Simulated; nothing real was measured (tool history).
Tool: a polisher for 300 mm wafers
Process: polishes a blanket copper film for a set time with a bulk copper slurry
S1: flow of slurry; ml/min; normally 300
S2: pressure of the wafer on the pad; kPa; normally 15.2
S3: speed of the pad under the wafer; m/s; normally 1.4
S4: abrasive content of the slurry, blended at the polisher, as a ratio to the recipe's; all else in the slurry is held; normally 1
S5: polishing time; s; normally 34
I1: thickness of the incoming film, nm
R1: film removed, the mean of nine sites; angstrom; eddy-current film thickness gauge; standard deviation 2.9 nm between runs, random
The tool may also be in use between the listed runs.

run     day   S1    S2    S3    S4  S5      I1    R1
  1       0  300  17.2   1.4     1  34  2908.5  4663
      2.033  -- worn pad replaced by a new one
  2   2.542  300  17.2   1.4     1  34  2881.1  4605
  3   6.121  300  17.2   1.4     1  34  2930.3  4635
  4   8.446  300  15.2   1.4     1  34  2924.3  4052
     10.158  -- slurry blender recalibrated
  5  10.325  300  15.2   1.4     1  34  2858.5  4007
  6  14.154  300  15.2   1.4     1  34  2939.1  4047
     15.238  -- worn pad replaced by a new one
  7  16.142  300  15.2   1.4     1  34  2855.7  4024
  8  17.938  300  15.2   1.4     1  34  2886.3  4008
  9  20.304  300  15.2   1.4     1  34  2885.6  4053
 10  24.788  300  15.2   1.4     1  34  2859.1  4100
     25.083  -- head pressure recalibrated
     25.354  -- slurry blender recalibrated
 11  26.675  330  15.2   1.4     1  34  2933.4  4115
     29.817  -- worn pad replaced by a new one
 12  30.558  300  13.8   1.4     1  34  2885.2  3678
 13    32.4  300  13.8   1.4     1  34  2893.4  3663
 14  34.679  300  13.1  1.76     1  34  2886.7  4150
     34.729  -- slurry nozzle cleaned
 15  37.083  380  17.2   1.4     1  34  2880.9  4677
     38.592  -- slurry blender recalibrated
 16    40.8  370  16.5  1.22     1  31  2865.4  3697
 17  44.104  370  15.2   1.4  1.15  34  2883.5  4180
     45.929  -- worn pad replaced by a new one
 18  49.004  300  15.2  1.22     1  30  2885.9  3192
     52.167  -- slurry blender recalibrated
 19  52.883  300  12.4  1.88   1.1  28  2856.4  3521
 20  56.383  355  15.2  1.62     1  34  2868.2  4606
 21  58.438  225  15.2   1.4  1.25  34  2875.8  4110
     60.175  -- worn pad replaced by a new one
 22  61.625  300  15.2   1.4     1  34  2938.9  4038
     62.642  -- head pressure recalibrated
     64.646  -- slurry blender recalibrated
 23  65.758  300  15.2   1.4     1  34  2911.9  4044
 24  69.583  300  15.2   1.4     1  34  2844.6  4018
 25  71.204  300  15.2   1.4     1  34  2906.2  4027
 26    72.8  250  12.4  1.76     1  34  2913.7  3892

4 ways to go on from here, each from the tool as it stands after run 26. What would each give?
  A  72.817  300  15.2   1.4     1  34  2884.4   ?
  B  72.817  300  19.3  1.84  0.75  45  2884.4   ?
  C  72.817  340  15.2   1.4     1  34  2884.4   ?
  D  72.817  300  15.2   1.4     1  28  2884.4   ?

run    R1
  A  4021
  B  8081
  C  4067
  D  3311
With no hidden state in the tool, these same runs would have given:
run    R1
  A  4021
  B  8081
  C  4067
  D  3311
